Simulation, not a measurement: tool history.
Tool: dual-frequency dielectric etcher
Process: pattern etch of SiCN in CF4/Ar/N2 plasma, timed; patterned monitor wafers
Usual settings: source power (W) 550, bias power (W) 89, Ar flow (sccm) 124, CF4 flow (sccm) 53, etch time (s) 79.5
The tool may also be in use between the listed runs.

run,hour,source power (W),bias power (W),Ar flow (sccm),CF4 flow (sccm),etch time (s),"read-back reference wafer on the same gauge, depth_nm",mean etch depth across the wafer (nm)
1,0.0,550,89,124,53,70.0,76.6,70.8
2,20.0,550,89,124,53,79.5,76.5,80.5
3,54.5,550,89,124,53,79.5,76.5,80.3
4,88.1,550,89,124,53,79.5,76.6,79.5
5,115.7,550,89,124,53,79.5,76.7,79.8
# hour 143.3: bias power generator calibrated
# hour 171.3: Ar flow controller replaced
# hour 218.3: CF4 flow controller replaced
# hour 226.4: wet clean of the chamber
# hour 229.4: upper electrode replaced
6,229.9,550,89,124,53,79.5,76.6,79.3
7,239.5,550,89,124,53,79.5,76.5,80.2
8,264.0,550,89,124,53,79.5,76.6,79.4
9,278.5,620,73,124,53,79.5,76.6,79.8
# hour 302.6: source power generator calibrated
10,305.1,510,106,124,53,79.5,76.7,82.5
# hour 313.9: gauge calibrated
11,317.1,550,89,124,53,79.5,76.6,80.1
12,333.4,630,98,124,53,79.5,76.6,88.7
13,360.7,410,89,144,53,63.0,76.5,54.1
14,372.8,430,89,124,53,101.5,76.7,92.1
15,388.4,550,89,124,53,79.5,76.6,80.6
16,401.3,550,70,124,53,68.5,76.6,62.9
17,437.0,550,89,124,53,79.5,76.7,79.8
18,472.3,550,72,124,53,79.5,76.6,74.9
19,487.6,550,89,152,62,63.0,76.6,62.5
20,522.5,550,89,133,53,100.0,76.7,99.8

5 ways to go on from here, each from the tool as it stands after run 20. What would each give?
A,522.9,550,89,124,53,79.5,?,?
B,522.9,550,97,150,65,70.0,?,?
C,522.9,590,69,124,53,79.5,?,?
D,522.9,550,105,124,53,67.5,?,?
E,522.9,430,89,148,53,79.5,?,?

run,"read-back reference wafer on the same gauge, depth_nm",mean etch depth across the wafer (nm)
A,76.6,79.8
B,76.6,72.1
C,76.6,75.3
D,76.6,72.1
E,76.6,69.1
Without the tool's hidden state the same runs would have given:
run,mean etch depth across the wafer (nm)
A,79.8
B,72.1
C,75.3
D,72.1
E,69.1
